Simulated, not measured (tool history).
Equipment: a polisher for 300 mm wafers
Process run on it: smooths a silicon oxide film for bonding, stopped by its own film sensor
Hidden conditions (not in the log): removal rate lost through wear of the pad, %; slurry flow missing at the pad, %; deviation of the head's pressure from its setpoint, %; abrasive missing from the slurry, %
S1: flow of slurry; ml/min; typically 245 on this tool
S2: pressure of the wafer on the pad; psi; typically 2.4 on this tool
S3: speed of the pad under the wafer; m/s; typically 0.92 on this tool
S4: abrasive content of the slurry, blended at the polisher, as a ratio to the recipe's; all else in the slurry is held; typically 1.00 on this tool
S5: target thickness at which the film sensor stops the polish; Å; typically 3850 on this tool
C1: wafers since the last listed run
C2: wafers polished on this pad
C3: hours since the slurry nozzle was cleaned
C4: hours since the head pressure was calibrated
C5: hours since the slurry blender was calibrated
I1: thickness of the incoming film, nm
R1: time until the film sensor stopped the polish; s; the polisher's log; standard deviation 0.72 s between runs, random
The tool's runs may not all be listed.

Run 1, day 0.000: usual settings; C1 0; C2 2460; C3 411.3; C4 393.3; C5 334.8; I1 437.1. Result: R1 55.9 s.
Run 2, day 3.971: usual settings; C1 957; C2 3418; C3 506.6; C4 488.6; C5 430.1; I1 444.6. Result: R1 66.1 s.
At day 5.488: slurry nozzle cleaned.
Run 3, day 6.738: usual settings; C1 657; C2 4075; C3 30.0; C4 555.0; C5 496.5; I1 435.7. Result: R1 57.2 s.
At day 9.192: slurry blender recalibrated.
Run 4, day 10.071: usual settings but S3 0.72 m/s; C1 783; C2 4859; C3 110.0; C4 635.0; C5 21.1; I1 432.3. Result: R1 65.8 s.
At day 13.492: worn pad replaced by a new one.
Run 5, day 14.504: usual settings but S3 0.72 m/s; C1 1028; C2 244; C3 216.4; C4 741.4; C5 127.5; I1 439.8. Result: R1 67.5 s.
Run 6, day 18.512: usual settings but S3 0.72 m/s; C1 966; C2 1211; C3 312.6; C4 837.6; C5 223.7; I1 440.0. Result: R1 69.3 s.
Run 7, day 21.192: usual settings; C1 646; C2 1857; C3 376.9; C4 901.9; C5 288.0; I1 443.1. Result: R1 59.8 s.
At day 24.038: slurry nozzle cleaned.
Run 8, day 25.354: usual settings; C1 993; C2 2850; C3 31.6; C4 1001.8; C5 387.9; I1 444.8. Result: R1 64.6 s.
Run 9, day 27.038: usual settings; C1 405; C2 3256; C3 72.0; C4 1042.2; C5 428.3; I1 430.0. Result: R1 50.1 s.
At day 28.121: slurry blender recalibrated.
Run 10, day 31.092: usual settings; C1 957; C2 4214; C3 169.3; C4 1139.5; C5 71.3; I1 448.9. Result: R1 69.9 s.
At day 33.600: head pressure recalibrated.
At day 36.758: worn pad replaced by a new one.
Run 11, day 39.112: usual settings; C1 1873; C2 567; C3 361.8; C4 132.3; C5 263.8; I1 437.0. Result: R1 54.2 s.
Run 12, day 42.042: usual settings; C1 706; C2 1274; C3 432.1; C4 202.6; C5 334.1; I1 436.8. Result: R1 54.0 s.
Run 13, day 45.954: usual settings; C1 943; C2 2217; C3 526.0; C4 296.5; C5 428.0; I1 441.3. Result: R1 59.9 s.
At day 46.804: slurry blender recalibrated.
At day 47.967: slurry nozzle cleaned.
Run 14, day 48.688: usual settings; C1 628; C2 2846; C3 17.3; C4 362.1; C5 45.2; I1 448.4. Result: R1 67.4 s.
Run 15, day 53.104: usual settings but S2 2.7 psi, S5 4030 Å; C1 1065; C2 3911; C3 123.3; C4 468.1; C5 151.2; I1 445.5. Result: R1 41.9 s.
Run 16, day 55.550: usual settings but S3 1.22 m/s; C1 589; C2 4501; C3 182.0; C4 526.8; C5 209.9; I1 444.3. Result: R1 53.7 s.
Run 17, day 58.246: usual settings but S2 2.1 psi, S3 1.12 m/s, S5 3960 Å; C1 650; C2 5151; C3 246.7; C4 591.5; C5 274.6; I1 437.8. Result: R1 48.0 s.
At day 60.867: worn pad replaced by a new one.
Run 18, day 62.442: usual settings; C1 971; C2 379; C3 347.4; C4 692.2; C5 375.3; I1 434.5. Result: R1 52.0 s.
At day 65.754: slurry blender recalibrated.
Run 19, day 65.992: usual settings but S3 1.24 m/s; C1 835; C2 1215; C3 432.6; C4 777.4; C5 5.7; I1 440.2. Result: R1 45.6 s.
Run 20, day 68.450: usual settings; C1 592; C2 1808; C3 491.6; C4 836.4; C5 64.7; I1 432.3. Result: R1 49.5 s.
At day 69.400: slurry nozzle cleaned.
Run 21, day 72.417: usual settings; C1 946; C2 2754; C3 72.4; C4 931.6; C5 159.9; I1 439.3. Result: R1 59.2 s.
Run 22, day 76.796: usual settings but S2 2.6 psi, S4 0.90; C1 1056; C2 3810; C3 177.5; C4 1036.7; C5 265.0; I1 444.6. Result: R1 63.4 s.
At day 79.429: worn pad replaced by a new one.
Run 23, day 79.996: usual settings; C1 731; C2 136; C3 254.3; C4 1113.5; C5 341.8; I1 437.3. Result: R1 53.1 s.
Run 24, day 83.796: usual settings; C1 916; C2 1052; C3 345.5; C4 1204.7; C5 433.0; I1 436.7. Result: R1 53.7 s.
Run 25, day 86.896: usual settings but S4 0.85, S5 4020 Å; C1 747; C2 1800; C3 419.9; C4 1279.1; C5 507.4; I1 434.3. Result: R1 35.5 s.
At day 89.250: slurry blender recalibrated.
Run 26, day 89.738: usual settings; C1 665; C2 2465; C3 488.1; C4 1347.3; C5 11.7; I1 438.3. Result: R1 57.4 s.
At day 89.904: slurry nozzle cleaned.
At day 92.075: head pressure recalibrated.
Run 27, day 93.871: usual settings but S2 2.7 psi, S5 3970 Å; C1 966; C2 3431; C3 95.2; C4 43.1; C5 110.9; I1 432.2. Result: R1 34.0 s.
Run 28, day 103.133: usual settings but S1 280 ml/min, S4 1.20; C1 2233; C2 5665; C3 317.5; C4 265.4; C5 333.2; I1 436.0. Result: R1 55.9 s.
At day 103.800: worn pad replaced by a new one.
Run 29, day 107.625: usual settings but S1 280 ml/min, S2 1.8 psi, S4 0.80, S5 3730 Å; C1 1042; C2 922; C3 425.3; C4 373.2; C5 441.0; I1 436.5. Result: R1 92.2 s.

What differs in the tool's unlogged condition from the final listed run ahead of each entry between runs to the first listed run following it?
In the gap between runs 2 and 3: slurry nozzle cleaned (day 5.488)
  removal rate lost through wear of the pad, %: 8.95 -> 10.5
  measured less the result without the state, R1: +6.0 -> +6.0 s
In the gap between runs 3 and 4: slurry blender recalibrated (day 9.192)
  removal rate lost through wear of the pad, %: 10.5 -> 12.3
  measured less the result without the state, R1: +6.0 -> +8.2 s
In the gap between runs 4 and 5: worn pad replaced by a new one (day 13.492)
  removal rate lost through wear of the pad, %: 12.3 -> 0.93
  measured less the result without the state, R1: +8.2 -> +0.7 s
In the gap between runs 7 and 8: slurry nozzle cleaned (day 24.038)
  removal rate lost through wear of the pad, %: 4.66 -> 6.98
  measured less the result without the state, R1: +2.8 -> +4.5 s
In the gap between runs 9 and 10: slurry blender recalibrated (day 28.121)
  removal rate lost through wear of the pad, %: 7.92 -> 10.2
  measured less the result without the state, R1: +4.0 -> +7.1 s
In the gap between runs 10 and 11: head pressure recalibrated (day 33.600); worn pad replaced by a new one (day 36.758)
  removal rate lost through wear of the pad, %: 10.2 -> 2.55
  measured less the result without the state, R1: +7.1 -> +1.4 s
In the gap between runs 13 and 14: slurry blender recalibrated (day 46.804); slurry nozzle cleaned (day 47.967)
  removal rate lost through wear of the pad, %: 6.36 -> 7.88
  measured less the result without the state, R1: +3.8 -> +5.3 s
In the gap between runs 17 and 18: worn pad replaced by a new one (day 60.867)
  removal rate lost through wear of the pad, %: 13.2 -> 1.74
  measured less the result without the state, R1: +6.4 -> +0.9 s
In the gap between runs 18 and 19: slurry blender recalibrated (day 65.754)
  removal rate lost through wear of the pad, %: 1.74 -> 3.72
  measured less the result without the state, R1: +0.9 -> +1.7 s
In the gap between runs 20 and 21: slurry nozzle cleaned (day 69.400)
  removal rate lost through wear of the pad, %: 5.09 -> 7.3
  measured less the result without the state, R1: +2.5 -> +4.3 s
In the gap between runs 22 and 23: worn pad replaced by a new one (day 79.429)
  removal rate lost through wear of the pad, %: 9.74 -> 0.751
  measured less the result without the state, R1: +6.2 -> +0.4 s
In the gap between runs 25 and 26: slurry blender recalibrated (day 89.250)
  removal rate lost through wear of the pad, %: 4.6 -> 6.18
  measured less the result without the state, R1: +1.6 -> +3.5 s
In the gap between runs 26 and 27: slurry nozzle cleaned (day 89.904); head pressure recalibrated (day 92.075)
  removal rate lost through wear of the pad, %: 6.18 -> 8.49
  measured less the result without the state, R1: +3.5 -> +2.9 s
In the gap between runs 28 and 29: worn pad replaced by a new one (day 103.800)
  removal rate lost through wear of the pad, %: 13.6 -> 3.28
  measured less the result without the state, R1: +7.6 -> +3.0 s
